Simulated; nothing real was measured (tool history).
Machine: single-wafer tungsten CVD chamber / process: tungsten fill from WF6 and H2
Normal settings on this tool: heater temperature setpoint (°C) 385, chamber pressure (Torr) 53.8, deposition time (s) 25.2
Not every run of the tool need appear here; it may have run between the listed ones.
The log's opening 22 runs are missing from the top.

run	day	heater temperature setpoint (°C)	chamber pressure (Torr)	deposition time (s)	wafers since the last listed run	hours since the last thermocouple change	hours since the last manometer calibration	hours since the showerhead was replaced	hours since the gauge calibration	read-back reference wafer on the same gauge, thickness_nm	mean film thickness on the monitor wafer (nm)
23	69.575	391	53.8	25.2	1844	141.4	510.6	354.2	689.6	79.114	76.719
24	73.65	385	53.8	25.2	1919	239.2	608.4	452	787.4	79.144	69.124
25	75.2	385	53.8	25.2	730	276.4	645.6	489.2	824.6	79.096	69.433
26	78.696	379	46.7	21.6	1646	360.3	729.5	573.1	908.5	79.12	49.727
27	80.421	385	53.8	25.2	812	401.7	770.9	614.5	949.9	79.144	69.342
28	83.358	399	62.8	27.8	1383	472.2	841.4	685	1020.4	79.114	104.071
29	85.6	373	65.7	20.3	1055	526	895.2	738.8	1074.2	79.087	49.379
30	88.717	376	53.8	25.2	1468	600.8	970	813.6	1149	79.073	58.8
# day 90.442: capacitance manometer re-zeroed and calibrated
31	93.042	385	53.8	25.2	1880	704.6	62.4	917.4	1252.8	79.086	69.388
32	94.554	394	44.8	20.6	712	740.9	98.7	953.7	1289.1	79.062	60.347
33	97.688	389	48.7	25.2	1475	816.1	173.9	1028.9	1364.3	79.101	71.155

Branching from run 33: 5 alternative next runs. What would each branch give?
A	97.704	385	53.8	25.2	7	816.5	174.3	1029.3	1364.7	?	?
B	97.704	393	53.8	29.9	7	816.5	174.3	1029.3	1364.7	?	?
C	97.704	385	53.8	28.9	7	816.5	174.3	1029.3	1364.7	?	?
D	97.704	379	45.6	20.9	7	816.5	174.3	1029.3	1364.7	?	?
E	97.704	385	53.8	22.5	7	816.5	174.3	1029.3	1364.7	?	?

run	read-back reference wafer on the same gauge, thickness_nm	mean film thickness on the monitor wafer (nm)
A	79.101	69.581
B	79.101	94.774
C	79.101	79.843
D	79.101	48.147
E	79.101	62.096
Without the tool's unlogged condition, the same runs would have read:
run	mean film thickness on the monitor wafer (nm)
A	69.581
B	94.774
C	79.843
D	48.147
E	62.096
